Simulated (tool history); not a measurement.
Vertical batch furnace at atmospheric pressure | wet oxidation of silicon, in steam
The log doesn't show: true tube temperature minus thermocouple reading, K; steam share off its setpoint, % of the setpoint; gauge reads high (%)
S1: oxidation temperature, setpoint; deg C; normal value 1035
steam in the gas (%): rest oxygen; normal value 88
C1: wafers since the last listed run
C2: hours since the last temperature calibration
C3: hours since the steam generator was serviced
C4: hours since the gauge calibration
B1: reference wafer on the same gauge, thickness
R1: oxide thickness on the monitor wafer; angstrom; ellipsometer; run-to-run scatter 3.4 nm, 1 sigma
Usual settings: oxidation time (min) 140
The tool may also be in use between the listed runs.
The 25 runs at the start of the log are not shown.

{"run": 26, "hour": 2056.1, "S1": 1035, "oxidation time (min)": 111, "steam in the gas (%)": 88, "C1": 523, "C2": 786.9, "C3": 137, "C4": 2505.7, "B1": 1063.55, "R1": 8020.6}
{"run": 27, "hour": 2138.0, "S1": 1047, "oxidation time (min)": 116.5, "steam in the gas (%)": 97, "C1": 814, "C2": 868.8, "C3": 218.9, "C4": 2587.6, "B1": 1064.09, "R1": 9020.3}
{"run": 28, "hour": 2197.1, "S1": 1010, "oxidation time (min)": 140, "steam in the gas (%)": 84, "C1": 587, "C2": 927.9, "C3": 278, "C4": 2646.7, "B1": 1064.14, "R1": 8026.2}
{"run": 29, "hour": 2273.4, "S1": 1035, "oxidation time (min)": 190, "steam in the gas (%)": 88, "C1": 758, "C2": 1004.2, "C3": 354.3, "C4": 2723, "B1": 1065.64, "R1": 10708.8}
{"hour": 2277.3, "done": "gauge calibrated"}
{"run": 30, "hour": 2351.6, "S1": 1010, "oxidation time (min)": 89.5, "steam in the gas (%)": 95, "C1": 777, "C2": 1082.4, "C3": 432.5, "C4": 74.3, "B1": 1064.25, "R1": 6722.6}
{"run": 31, "hour": 2414.7, "S1": 1044, "oxidation time (min)": 105, "steam in the gas (%)": 88, "C1": 627, "C2": 1145.5, "C3": 495.6, "C4": 137.4, "B1": 1064.74, "R1": 7987}
{"run": 32, "hour": 2466.0, "S1": 1028, "oxidation time (min)": 167.5, "steam in the gas (%)": 85, "C1": 510, "C2": 1196.8, "C3": 546.9, "C4": 188.7, "B1": 1065.19, "R1": 9603.4}
{"run": 33, "hour": 2532.1, "S1": 1056, "oxidation time (min)": 140, "steam in the gas (%)": 88, "C1": 657, "C2": 1262.9, "C3": 613, "C4": 254.8, "B1": 1062.68, "R1": 9847.8}
{"run": 34, "hour": 2616.3, "S1": 1056, "oxidation time (min)": 140, "steam in the gas (%)": 96, "C1": 837, "C2": 1347.1, "C3": 697.2, "C4": 339, "B1": 1063.48, "R1": 10249.8}
{"run": 35, "hour": 2717.6, "S1": 1045, "oxidation time (min)": 72.5, "steam in the gas (%)": 93, "C1": 1007, "C2": 1448.4, "C3": 798.5, "C4": 440.3, "B1": 1064.61, "R1": 6773}
{"run": 36, "hour": 2789.5, "S1": 1015, "oxidation time (min)": 180.5, "steam in the gas (%)": 88, "C1": 714, "C2": 1520.3, "C3": 870.4, "C4": 512.2, "B1": 1066.1, "R1": 9672.3}
{"run": 37, "hour": 3034.4, "S1": 1046, "oxidation time (min)": 94, "steam in the gas (%)": 88, "C1": 2435, "C2": 1765.2, "C3": 1115.3, "C4": 757.1, "B1": 1063.85, "R1": 7564.3}

Each row is a separate what-if for the run after 37, all from the same tool condition, not one after another. Results?
{"run": "A", "hour": 3041.0, "S1": 1035, "oxidation time (min)": 140, "steam in the gas (%)": 88, "C1": 65, "C2": 1771.8, "C3": 1121.9, "C4": 763.7, "B1": "?", "R1": "?"}
{"run": "B", "hour": 3041.0, "S1": 1015, "oxidation time (min)": 140, "steam in the gas (%)": 88, "C1": 65, "C2": 1771.8, "C3": 1121.9, "C4": 763.7, "B1": "?", "R1": "?"}
{"run": "C", "hour": 3041.0, "S1": 1050, "oxidation time (min)": 197, "steam in the gas (%)": 97, "C1": 65, "C2": 1771.8, "C3": 1121.9, "C4": 763.7, "B1": "?", "R1": "?"}
{"run": "D", "hour": 3041.0, "S1": 1047, "oxidation time (min)": 199, "steam in the gas (%)": 93, "C1": 65, "C2": 1771.8, "C3": 1121.9, "C4": 763.7, "B1": "?", "R1": "?"}
{"run": "E", "hour": 3041.0, "S1": 1035, "oxidation time (min)": 91, "steam in the gas (%)": 79, "C1": 65, "C2": 1771.8, "C3": 1121.9, "C4": 763.7, "B1": "?", "R1": "?"}

run=A B1=1064.93 R1=9060.1
run=B B1=1064.93 R1=8370.4
run=C B1=1064.93 R1=12099.1
run=D B1=1064.93 R1=11774.4
run=E B1=1064.93 R1=6736.8
Stripped of hidden state, with their random variation kept, the same runs would have yielded:
run=A R1=9085.7
run=B R1=8383.4
run=C R1=12149.5
run=D R1=11821.9
run=E R1=6749.1
